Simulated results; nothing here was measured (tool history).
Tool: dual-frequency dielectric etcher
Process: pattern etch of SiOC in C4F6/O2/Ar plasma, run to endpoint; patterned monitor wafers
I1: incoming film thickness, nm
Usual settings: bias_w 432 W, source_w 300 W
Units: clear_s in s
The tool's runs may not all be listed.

Run 1, hour 0.0: usual settings but bias_w 383 W, source_w 350 W; I1 47.84. Result: clear_s 19.1 s.
Run 2, hour 20.9: usual settings but source_w 320 W; I1 47.33. Result: clear_s 18.5 s.
Run 3, hour 45.0: usual settings but source_w 320 W; I1 47.19. Result: clear_s 18.6 s.
Run 4, hour 71.5: usual settings but source_w 320 W; I1 47.25. Result: clear_s 18.4 s.
Run 5, hour 104.1: usual settings; I1 47.50. Result: clear_s 19.2 s.
At hour 148.2: upper electrode replaced.
At hour 150.6: source power generator calibrated.
Run 6, hour 173.1: usual settings; I1 47.02. Result: clear_s 18.9 s.
Run 7, hour 204.1: usual settings; I1 47.32. Result: clear_s 19.0 s.
Run 8, hour 227.9: usual settings; I1 47.74. Result: clear_s 19.1 s.
Run 9, hour 247.0: usual settings; I1 47.66. Result: clear_s 19.0 s.
Run 10, hour 261.5: usual settings; I1 47.72. Result: clear_s 19.0 s.
Run 11, hour 277.5: usual settings but bias_w 538 W, source_w 240 W; I1 47.00. Result: clear_s 19.1 s.
Run 12, hour 294.9: usual settings; I1 48.02. Result: clear_s 19.3 s.
At hour 313.0: bias power generator calibrated.
Run 13, hour 319.0: usual settings; I1 47.07. Result: clear_s 18.8 s.
At hour 354.8: wet clean of the chamber.
Run 14, hour 355.3: usual settings but bias_w 368 W; I1 46.79. Result: clear_s 20.8 s.
Run 15, hour 370.5: usual settings but source_w 260 W; I1 47.66. Result: clear_s 21.2 s.
Run 16, hour 397.7: usual settings but bias_w 498 W, source_w 250 W; I1 47.24. Result: clear_s 20.1 s.
Run 17, hour 412.6: usual settings but bias_w 341 W, source_w 340 W; I1 47.52. Result: clear_s 20.3 s.
Run 18, hour 438.4: usual settings but bias_w 534 W, source_w 240 W; I1 47.07. Result: clear_s 19.8 s.
Run 19, hour 458.9: usual settings but source_w 340 W; I1 47.02. Result: clear_s 18.3 s.
Run 20, hour 472.7: usual settings but bias_w 511 W, source_w 360 W; I1 47.43. Result: clear_s 16.7 s.
Run 21, hour 486.5: usual settings but bias_w 461 W, source_w 370 W; I1 47.07. Result: clear_s 17.2 s.

Forecast each of these 4 alternatives for the next run:
Run A, hour 486.9: usual settings; I1 47.31. Result: clear_s ?.
Run B, hour 486.9: usual settings but bias_w 465 W, source_w 260 W; I1 47.31. Result: clear_s ?.
Run C, hour 486.9: usual settings but source_w 330 W; I1 47.31. Result: clear_s ?.
Run D, hour 486.9: usual settings but bias_w 479 W, source_w 260 W; I1 47.31. Result: clear_s ?.

run  clear_s
  A     19.3
  B     20.1
  C     18.5
  D     19.8
Without the tool's hidden state the same runs would have given:
run  clear_s
  A     19.5
  B     20.2
  C     18.6
  D     20.0
